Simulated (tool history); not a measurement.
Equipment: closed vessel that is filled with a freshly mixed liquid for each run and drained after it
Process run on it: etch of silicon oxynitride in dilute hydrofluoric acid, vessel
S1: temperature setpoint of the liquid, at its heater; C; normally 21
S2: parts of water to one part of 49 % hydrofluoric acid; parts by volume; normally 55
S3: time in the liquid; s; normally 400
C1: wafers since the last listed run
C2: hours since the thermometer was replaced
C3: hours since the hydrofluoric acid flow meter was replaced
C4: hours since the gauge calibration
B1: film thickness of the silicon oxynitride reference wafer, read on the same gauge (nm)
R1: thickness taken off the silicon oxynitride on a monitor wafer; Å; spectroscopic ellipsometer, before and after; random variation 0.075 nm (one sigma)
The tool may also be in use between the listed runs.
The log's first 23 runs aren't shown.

run	day	S1	S2	S3	C1	C2	C3	C4	B1	R1
24	27.212	21	55	400	2100	402.5	34.8	167.5	79.94	168.2
25	28.217	21	55	305	1710	426.6	58.9	191.6	79.98	129
26	29.142	17.5	45	400	1575	448.8	81.1	213.8	80.01	176.9
27	30.567	21	40	400	2427	483	115.3	248	79.98	238.4
28	31.342	23.5	70	535	1320	501.6	133.9	266.6	80.02	202.8
29	32.604	17.5	55	400	2150	531.9	164.2	296.9	80	144.1
30	33.471	21	55	400	1476	552.7	185	317.7	80	173.3
31	34.212	23.5	40	530	1263	570.5	202.8	335.5	79.97	361.5
32	35.162	23.5	55	400	1618	593.3	225.6	358.3	79.96	196.7

Branching from run 32: 5 alternative next runs. What would each branch give?
A	35.196	21	55	635	56	594.1	226.4	359.1	?	?
B	35.196	23.5	75	245	56	594.1	226.4	359.1	?	?
C	35.196	18.5	80	400	56	594.1	226.4	359.1	?	?
D	35.196	19.5	30	400	56	594.1	226.4	359.1	?	?
E	35.196	24	40	300	56	594.1	226.4	359.1	?	?

run	B1	R1
A	80.01	276.6
B	80.01	87.1
C	80.01	103.9
D	80.01	300.7
E	80.01	210.7
The same runs, with their run-to-run variation unchanged, on a tool lacking any hidden condition would have given:
run	R1
A	266
B	83.7
C	99.9
D	289.4
E	202.7
